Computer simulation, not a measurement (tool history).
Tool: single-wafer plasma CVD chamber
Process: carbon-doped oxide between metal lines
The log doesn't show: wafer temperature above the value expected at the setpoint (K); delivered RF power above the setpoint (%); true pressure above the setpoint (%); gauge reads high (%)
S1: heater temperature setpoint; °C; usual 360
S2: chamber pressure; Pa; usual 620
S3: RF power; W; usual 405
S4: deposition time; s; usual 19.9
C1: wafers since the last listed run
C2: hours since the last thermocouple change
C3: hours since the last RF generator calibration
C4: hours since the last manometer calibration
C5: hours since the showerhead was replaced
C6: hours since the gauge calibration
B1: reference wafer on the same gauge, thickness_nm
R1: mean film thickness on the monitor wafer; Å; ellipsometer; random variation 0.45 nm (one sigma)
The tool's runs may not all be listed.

run	hour	S1	S2	S3	S4	C1	C2	C3	C4	C5	C6	B1	R1
1	0	360	620	405	19.9	0	2590.2	1380.2	1595.5	4027.4	280.8	90.037	815.4
2	14.8	360	620	405	17.9	337	2605	1395	1610.3	4042.2	295.6	90.258	747.91
3	34.5	360	620	405	17.9	448	2624.7	1414.7	1630	4061.9	315.3	90.186	742.23
4	68.8	360	620	405	17.9	781	2659	1449	1664.3	4096.2	349.6	90.228	738.8
5	84	360	620	345	19.9	346	2674.2	1464.2	1679.5	4111.4	364.8	90.24	692.87
6	110	360	620	405	19.9	592	2700.2	1490.2	1705.5	4137.4	390.8	90.241	812
7	128.6	360	620	405	19.9	423	2718.8	1508.8	1724.1	4156	409.4	90.226	815.27
8	157.3	360	620	405	19.9	653	2747.5	1537.5	1752.8	4184.7	438.1	90.087	805.47
9	192.9	360	687	405	19.9	811	2783.1	1573.1	1788.4	4220.3	473.7	90.242	836.26
# hour 207: showerhead replaced
10	217.8	360	620	405	18.9	385	2808	1598	1813.3	10.8	498.6	90.179	768.9
# hour 233.4: thermocouple changed; heater temperature recalibrated
11	252.7	360	620	405	18.9	612	19.3	1632.9	1848.2	45.7	533.5	90.278	775.16
12	280.1	360	620	405	18.9	624	46.7	1660.3	1875.6	73.1	560.9	90.22	756.41
13	295.1	368	620	405	19.9	341	61.7	1675.3	1890.6	88.1	575.9	90.058	782.79
14	320.5	360	741	405	16.6	578	87.1	1700.7	1916	113.5	601.3	90.286	690.56
15	342.6	360	620	405	19.9	503	109.2	1722.8	1938.1	135.6	623.4	90.13	797.05
# hour 354.3: capacitance manometer re-zeroed and calibrated
16	368.9	360	681	405	19.9	417	135.5	1749.1	14.6	161.9	649.7	90.21	824.35
17	404.7	360	620	380	19.9	815	171.3	1784.9	50.4	197.7	685.5	90.129	745.12
# hour 415: RF generator calibrated
# hour 461.7: gauge calibrated
18	489.1	355	620	435	19.9	1740	255.7	74.1	134.8	282.1	27.4	90.145	935.75
19	523.5	360	620	340	22.1	783	290.1	108.5	169.2	316.5	61.8	90.221	806.65
20	553.6	368	768	430	17.6	685	320.2	138.6	199.3	346.6	91.9	90.266	830.66
21	573.3	360	620	330	21	448	339.9	158.3	219	366.3	111.6	90.147	751.08
22	596.7	360	620	405	19.9	533	363.3	181.7	242.4	389.7	135	90.231	865.99
23	612	360	620	405	19.9	348	378.6	197	257.7	405	150.3	90.247	879.49
24	638.8	371	620	405	19.9	610	405.4	223.8	284.5	431.8	177.1	90.198	847.81

What the log doesn't show, run by run:
wafer temperature above the value expected at the setpoint (K): 0 in every run
true pressure above the setpoint (%): 0 in every run
gauge reads high (%): 0 in every run
H1: delivered RF power above the setpoint (%)
run	H1
1	-5.61
2	-5.72
3	-5.87
4	-6.14
5	-6.27
6	-6.48
7	-6.63
8	-6.88
9	-7.18
10	-7.4
11	-7.71
12	-7.96
13	-8.1
14	-8.34
15	-8.55
16	-8.8
17	-9.15
18	-0.341
19	-0.359
20	-0.379
21	-0.395
22	-0.417
23	-0.433
24	-0.465

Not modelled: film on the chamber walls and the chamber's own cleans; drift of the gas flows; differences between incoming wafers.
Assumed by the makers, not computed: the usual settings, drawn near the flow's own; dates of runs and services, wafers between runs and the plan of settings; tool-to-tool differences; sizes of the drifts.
